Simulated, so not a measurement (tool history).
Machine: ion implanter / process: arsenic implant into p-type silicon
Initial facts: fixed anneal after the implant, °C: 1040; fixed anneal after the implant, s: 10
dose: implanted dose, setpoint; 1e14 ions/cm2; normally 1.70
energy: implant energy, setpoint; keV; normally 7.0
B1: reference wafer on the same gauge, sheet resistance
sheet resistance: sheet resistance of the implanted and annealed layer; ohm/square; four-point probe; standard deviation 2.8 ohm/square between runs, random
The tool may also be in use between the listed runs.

Run 1, hour 0.0: usual settings; B1 568.76. Result: sheet resistance 523.51 ohm/square.
Run 2, hour 40.8: usual settings; B1 568.43. Result: sheet resistance 523.44 ohm/square.
Run 3, hour 74.7: usual settings but energy 8.0 keV; B1 569.72. Result: sheet resistance 514.34 ohm/square.
Run 4, hour 123.8: usual settings; B1 569.51. Result: sheet resistance 521.95 ohm/square.
Run 5, hour 150.3: usual settings; B1 571.32. Result: sheet resistance 526.52 ohm/square.
Run 6, hour 208.2: usual settings; B1 572.61. Result: sheet resistance 519.21 ohm/square.
Run 7, hour 269.4: usual settings; B1 571.80. Result: sheet resistance 526.69 ohm/square.
Run 8, hour 315.4: usual settings; B1 573.19. Result: sheet resistance 529.35 ohm/square.
At hour 330.1: Faraday cup replaced and dose calibrated.
Run 9, hour 342.4: usual settings; B1 574.07. Result: sheet resistance 525.68 ohm/square.
Run 10, hour 414.2: usual settings; B1 575.19. Result: sheet resistance 531.40 ohm/square.
Run 11, hour 445.8: usual settings; B1 575.68. Result: sheet resistance 532.16 ohm/square.
Run 12, hour 496.3: usual settings but dose 2.06 1e14 ions/cm2; B1 577.86. Result: sheet resistance 458.79 ohm/square.
At hour 502.5: gauge calibrated.
Run 13, hour 526.9: usual settings but dose 2.06 1e14 ions/cm2; B1 563.25. Result: sheet resistance 441.76 ohm/square.
Run 14, hour 556.4: usual settings but dose 2.08 1e14 ions/cm2; B1 561.55. Result: sheet resistance 445.90 ohm/square.
Run 15, hour 606.9: usual settings but dose 2.08 1e14 ions/cm2; B1 562.53. Result: sheet resistance 442.39 ohm/square.
Run 16, hour 634.4: usual settings but dose 1.82 1e14 ions/cm2; B1 561.65. Result: sheet resistance 487.72 ohm/square.
Run 17, hour 695.2: usual settings but dose 1.82 1e14 ions/cm2; B1 563.57. Result: sheet resistance 488.56 ohm/square.
Run 18, hour 728.2: usual settings; B1 563.13. Result: sheet resistance 514.01 ohm/square.
Run 19, hour 763.2: usual settings but dose 2.11 1e14 ions/cm2; B1 561.96. Result: sheet resistance 439.66 ohm/square.
Run 20, hour 814.4: usual settings; B1 562.41. Result: sheet resistance 522.51 ohm/square.
Run 21, hour 853.1: usual settings but dose 1.51 1e14 ions/cm2, energy 8.5 keV; B1 563.72. Result: sheet resistance 560.71 ohm/square.
Run 22, hour 882.8: usual settings but dose 1.96 1e14 ions/cm2; B1 563.77. Result: sheet resistance 465.03 ohm/square.
Run 23, hour 929.8: usual settings but dose 1.89 1e14 ions/cm2, energy 9.0 keV; B1 564.38. Result: sheet resistance 461.54 ohm/square.
Run 24, hour 987.1: usual settings but dose 1.45 1e14 ions/cm2, energy 5.0 keV; B1 565.71. Result: sheet resistance 603.22 ohm/square.
At hour 1022.5: extraction supply calibrated.
Run 25, hour 1030.6: usual settings but energy 4.5 keV; B1 565.03. Result: sheet resistance 538.32 ohm/square.
Run 26, hour 1091.2: usual settings but dose 1.45 1e14 ions/cm2, energy 8.0 keV; B1 564.15. Result: sheet resistance 580.94 ohm/square.
At hour 1107.1: Faraday cup replaced and dose calibrated.
Run 27, hour 1136.1: usual settings; B1 565.89. Result: sheet resistance 523.91 ohm/square.
Run 28, hour 1199.1: usual settings but dose 2.18 1e14 ions/cm2, energy 5.5 keV; B1 567.65. Result: sheet resistance 437.51 ohm/square.
Run 29, hour 1225.7: usual settings but dose 1.96 1e14 ions/cm2, energy 6.0 keV; B1 567.02. Result: sheet resistance 471.66 ohm/square.
Run 30, hour 1265.4: usual settings but dose 2.13 1e14 ions/cm2, energy 9.0 keV; B1 566.23. Result: sheet resistance 425.11 ohm/square.
Run 31, hour 1303.1: usual settings but energy 5.0 keV; B1 569.61. Result: sheet resistance 539.66 ohm/square.

Expected results for the next run?
Run 32, hour 1335.9: usual settings but energy 8.5 keV; B1 ?. Result: sheet resistance ?.

{"run 32": {"B1": 568.45, "sheet resistance": 514.24}}
Minus the tool's unlogged condition, the same run would have read sheet resistance 508.84 ohm/square.
